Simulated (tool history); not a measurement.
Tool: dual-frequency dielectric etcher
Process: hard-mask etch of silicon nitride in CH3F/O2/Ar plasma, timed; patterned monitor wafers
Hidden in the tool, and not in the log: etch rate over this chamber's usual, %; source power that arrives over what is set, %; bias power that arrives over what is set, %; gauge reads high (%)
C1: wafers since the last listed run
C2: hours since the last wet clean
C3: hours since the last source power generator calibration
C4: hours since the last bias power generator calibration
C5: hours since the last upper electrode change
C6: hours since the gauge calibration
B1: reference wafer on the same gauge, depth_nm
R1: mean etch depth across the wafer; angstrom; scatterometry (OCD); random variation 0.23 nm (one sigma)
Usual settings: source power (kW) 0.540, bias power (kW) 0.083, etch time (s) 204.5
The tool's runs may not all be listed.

Run 1, hour 0.0: usual settings but bias power (kW) 0.087; C1 0; C2 365.3; C3 4925.7; C4 2989.8; C5 4964.3; C6 229.3; B1 125.9. Result: R1 1560 angstrom.
Run 2, hour 20.7: usual settings but source power (kW) 0.460, bias power (kW) 0.093; C1 205; C2 386.0; C3 4946.4; C4 3010.5; C5 4985.0; C6 250.0; B1 126.0. Result: R1 1442 angstrom.
At hour 40.3: gauge calibrated.
Run 3, hour 89.6: usual settings; C1 685; C2 454.9; C3 5015.3; C4 3079.4; C5 5053.9; C6 49.3; B1 126.0. Result: R1 1535 angstrom.
Run 4, hour 120.2: usual settings but etch time (s) 184.0; C1 304; C2 485.5; C3 5045.9; C4 3110.0; C5 5084.5; C6 79.9; B1 126.0. Result: R1 1377 angstrom.
At hour 161.4: upper electrode replaced.
Run 5, hour 161.9: usual settings but etch time (s) 184.0; C1 175; C2 527.2; C3 5087.6; C4 3151.7; C5 0.5; C6 121.6; B1 126.0. Result: R1 1376 angstrom.
Run 6, hour 183.2: usual settings but source power (kW) 0.490; C1 211; C2 548.5; C3 5108.9; C4 3173.0; C5 21.8; C6 142.9; B1 125.9. Result: R1 1449 angstrom.
Run 7, hour 201.1: usual settings but source power (kW) 0.490; C1 177; C2 566.4; C3 5126.8; C4 3190.9; C5 39.7; C6 160.8; B1 126.0. Result: R1 1446 angstrom.
Run 8, hour 229.3: usual settings; C1 280; C2 594.6; C3 5155.0; C4 3219.1; C5 67.9; C6 189.0; B1 126.0. Result: R1 1530 angstrom.
At hour 287.3: wet clean of the chamber.
Run 9, hour 287.8: usual settings but bias power (kW) 0.076; C1 343; C2 0.5; C3 5213.5; C4 3277.6; C5 126.4; C6 247.5; B1 126.0. Result: R1 1532 angstrom.
Run 10, hour 288.2: usual settings but source power (kW) 0.670, bias power (kW) 0.088, etch time (s) 147.0; C1 3; C2 0.9; C3 5213.9; C4 3278.0; C5 126.8; C6 247.9; B1 126.0. Result: R1 1279 angstrom.
Run 11, hour 309.0: usual settings; C1 206; C2 21.7; C3 5234.7; C4 3298.8; C5 147.6; C6 268.7; B1 126.0. Result: R1 1565 angstrom.
At hour 313.8: gauge calibrated.
At hour 332.8: source power generator calibrated.
Run 12, hour 333.3: usual settings; C1 201; C2 46.0; C3 0.5; C4 3323.1; C5 171.9; C6 19.5; B1 126.0. Result: R1 1561 angstrom.
At hour 345.2: bias power generator calibrated.
Run 13, hour 348.7: usual settings but source power (kW) 0.410; C1 113; C2 61.4; C3 15.9; C4 3.5; C5 187.3; C6 34.9; B1 126.0. Result: R1 1329 angstrom.
Run 14, hour 374.8: usual settings but bias power (kW) 0.091; C1 259; C2 87.5; C3 42.0; C4 29.6; C5 213.4; C6 61.0; B1 126.0. Result: R1 1588 angstrom.
Run 15, hour 396.3: usual settings but source power (kW) 0.670; C1 213; C2 109.0; C3 63.5; C4 51.1; C5 234.9; C6 82.5; B1 126.1. Result: R1 1746 angstrom.
Run 16, hour 469.1: usual settings; C1 723; C2 181.8; C3 136.3; C4 123.9; C5 307.7; C6 155.3; B1 126.0. Result: R1 1551 angstrom.
Run 17, hour 493.9: usual settings but source power (kW) 0.440; C1 246; C2 206.6; C3 161.1; C4 148.7; C5 332.5; C6 180.1; B1 126.0. Result: R1 1373 angstrom.

Measured less the same run without the tool's hidden state. The same run-to-run variation is in both; the gauge's scatter may not be:
run   R1
  1  -22
  2  -22
  3  -28
  4  -26
  5  -29
  6  -32
  7  -33
  8  -37
  9   +1
 10   +2
 11   +0
 12   -1
 13   -1
 14   -4
 15   -6
 16  -10
 17  -10
